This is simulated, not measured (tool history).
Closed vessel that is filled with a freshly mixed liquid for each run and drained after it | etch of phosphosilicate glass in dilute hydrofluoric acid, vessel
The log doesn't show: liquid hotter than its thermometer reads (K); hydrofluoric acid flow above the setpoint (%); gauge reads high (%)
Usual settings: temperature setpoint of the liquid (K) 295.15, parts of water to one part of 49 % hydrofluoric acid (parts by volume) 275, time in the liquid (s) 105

| run | hour | temperature setpoint of the liquid (K) | parts of water to one part of 49 % hydrofluoric acid (parts by volume) | time in the liquid (s) | wafers since the last listed run | hours since the thermometer was replaced | hours since the hydrofluoric acid flow meter was replaced | hours since the gauge calibration | read-back film thickness of the phosphosilicate glass reference wafer, read on the same gauge (nm) | thickness taken off the phosphosilicate glass on a monitor wafer (Å) |
|---|---|---|---|---|---|---|---|---|---|---|
| 1 | 0 | 295.15 | 275 | 105 | 0 | 126.1 | 400.2 | 9.6 | 80 | 609.9 |
| 2 | 15.5 | 295.15 | 355 | 140 | 1648 | 141.6 | 415.7 | 25.1 | 80.03 | 578.4 |
| 3 | 43.8 | 295.15 | 355 | 140 | 3009 | 169.9 | 444 | 53.4 | 80.02 | 581.1 |
| 4 | 68.8 | 295.15 | 355 | 140 | 2658 | 194.9 | 469 | 78.4 | 79.98 | 579.3 |
| 5 | 89.9 | 295.15 | 275 | 105 | 2243 | 216 | 490.1 | 99.5 | 80.01 | 613.4 |
| 6 | 125.3 | 295.15 | 275 | 105 | 3764 | 251.4 | 525.5 | 134.9 | 79.99 | 617.6 |
|  | 130.9 | hydrofluoric acid flow meter replaced |
| 7 | 138.5 | 295.15 | 275 | 105 | 1297 | 264.6 | 7.6 | 148.1 | 80.01 | 616.4 |
| 8 | 160.5 | 295.15 | 275 | 105 | 2339 | 286.6 | 29.6 | 170.1 | 80.01 | 626.5 |
| 9 | 185.3 | 295.15 | 275 | 105 | 2637 | 311.4 | 54.4 | 194.9 | 79.96 | 624.6 |
| 10 | 213.2 | 295.15 | 275 | 90 | 2966 | 339.3 | 82.3 | 222.8 | 80.01 | 528.6 |
| 11 | 226 | 295.15 | 275 | 90 | 1361 | 352.1 | 95.1 | 235.6 | 80.03 | 535.9 |
| 12 | 253.4 | 298.15 | 190 | 105 | 2913 | 379.5 | 122.5 | 263 | 80 | 1092.5 |
| 13 | 268.7 | 297.65 | 275 | 105 | 1627 | 394.8 | 137.8 | 278.3 | 79.99 | 677.6 |
| 14 | 302 | 291.15 | 175 | 145 | 3541 | 428.1 | 171.1 | 311.6 | 80.03 | 1301.9 |
| 15 | 333 | 299.15 | 140 | 125 | 3296 | 459.1 | 202.1 | 342.6 | 80 | 1984.9 |
| 16 | 363.5 | 295.15 | 275 | 105 | 3243 | 489.6 | 232.6 | 373.1 | 80.04 | 636.1 |
| 17 | 394.7 | 292.65 | 390 | 170 | 3317 | 520.8 | 263.8 | 404.3 | 80.04 | 594.4 |
| 18 | 430 | 298.65 | 360 | 75 | 3753 | 556.1 | 299.1 | 439.6 | 80 | 356.3 |
| 19 | 521 | 292.65 | 365 | 135 | 9677 | 647.1 | 390.1 | 530.6 | 80.01 | 530.2 |
| 20 | 538.4 | 297.65 | 355 | 105 | 1850 | 664.5 | 407.5 | 548 | 80 | 501.9 |
| 21 | 571.5 | 295.15 | 275 | 145 | 3519 | 697.6 | 440.6 | 581.1 | 80.01 | 887.5 |
|  | 587.6 | hydrofluoric acid flow meter replaced |
|  | 593.8 | thermometer replaced |
|  | 595.5 | gauge calibrated |
| 22 | 597.2 | 296.65 | 175 | 105 | 2520 | 3.4 | 9.6 | 1.7 | 80.01 | 1099.7 |
| 23 | 621.9 | 298.15 | 275 | 165 | 2626 | 28.1 | 34.3 | 26.4 | 79.98 | 1038.2 |
| 24 | 643.2 | 290.65 | 275 | 65 | 2265 | 49.4 | 55.6 | 47.7 | 80.01 | 316 |
| 25 | 667.3 | 295.15 | 275 | 55 | 2562 | 73.5 | 79.7 | 71.8 | 79.99 | 310.1 |
| 26 | 694.8 | 298.15 | 365 | 135 | 2924 | 101 | 107.2 | 99.3 | 80.01 | 591.4 |
| 27 | 718.2 | 295.15 | 275 | 105 | 2488 | 124.4 | 130.6 | 122.7 | 79.97 | 607.1 |
| 28 | 746.3 | 295.15 | 275 | 105 | 2988 | 152.5 | 158.7 | 150.8 | 79.97 | 607.3 |
| 29 | 793.4 | 295.15 | 275 | 105 | 5008 | 199.6 | 205.8 | 197.9 | 79.99 | 611.3 |
| 30 | 807.9 | 290.65 | 275 | 55 | 1541 | 214.1 | 220.3 | 212.4 | 80 | 272.5 |
| 31 | 824.3 | 298.15 | 205 | 125 | 1744 | 230.5 | 236.7 | 228.8 | 80 | 1191.8 |
| 32 | 849.7 | 299.15 | 215 | 85 | 2701 | 255.9 | 262.1 | 254.2 | 79.98 | 784.2 |

Some steps in thickness taken off the phosphosilicate glass on a monitor wafer (Å) between neighbouring runs. How much of each would the tool show without its hidden state too (settings, what came in, random variation), and how much is left for the hidden state, with any gauge scatter that isn't in both results?
Run 13 -> 14: temperature setpoint of the liquid (K) 297.65 -> 291.15, parts of water to one part of 49 % hydrofluoric acid (parts by volume) 275 -> 175, time in the liquid (s) 105 -> 145. thickness taken off the phosphosilicate glass on a monitor wafer (Å) +624.3: hidden state +48.2, all else +576.1.
Run 15 -> 16: temperature setpoint of the liquid (K) 299.15 -> 295.15, parts of water to one part of 49 % hydrofluoric acid (parts by volume) 140 -> 275, time in the liquid (s) 125 -> 105. thickness taken off the phosphosilicate glass on a monitor wafer (Å) -1348.8: hidden state -86.9, all else -1261.9.
Run 21 -> 22: temperature setpoint of the liquid (K) 295.15 -> 296.65, parts of water to one part of 49 % hydrofluoric acid (parts by volume) 275 -> 175, time in the liquid (s) 145 -> 105, hydrofluoric acid flow meter replaced, thermometer replaced, gauge calibrated. thickness taken off the phosphosilicate glass on a monitor wafer (Å) +212.2: hidden state -72.9, all else +285.1.
Run 23 -> 24: temperature setpoint of the liquid (K) 298.15 -> 290.65, time in the liquid (s) 165 -> 65. thickness taken off the phosphosilicate glass on a monitor wafer (Å) -722.2: hidden state -5, all else -717.2.
Run 30 -> 31: temperature setpoint of the liquid (K) 290.65 -> 298.15, parts of water to one part of 49 % hydrofluoric acid (parts by volume) 275 -> 205, time in the liquid (s) 55 -> 125. thickness taken off the phosphosilicate glass on a monitor wafer (Å) +919.3: hidden state +32.2, all else +887.1.

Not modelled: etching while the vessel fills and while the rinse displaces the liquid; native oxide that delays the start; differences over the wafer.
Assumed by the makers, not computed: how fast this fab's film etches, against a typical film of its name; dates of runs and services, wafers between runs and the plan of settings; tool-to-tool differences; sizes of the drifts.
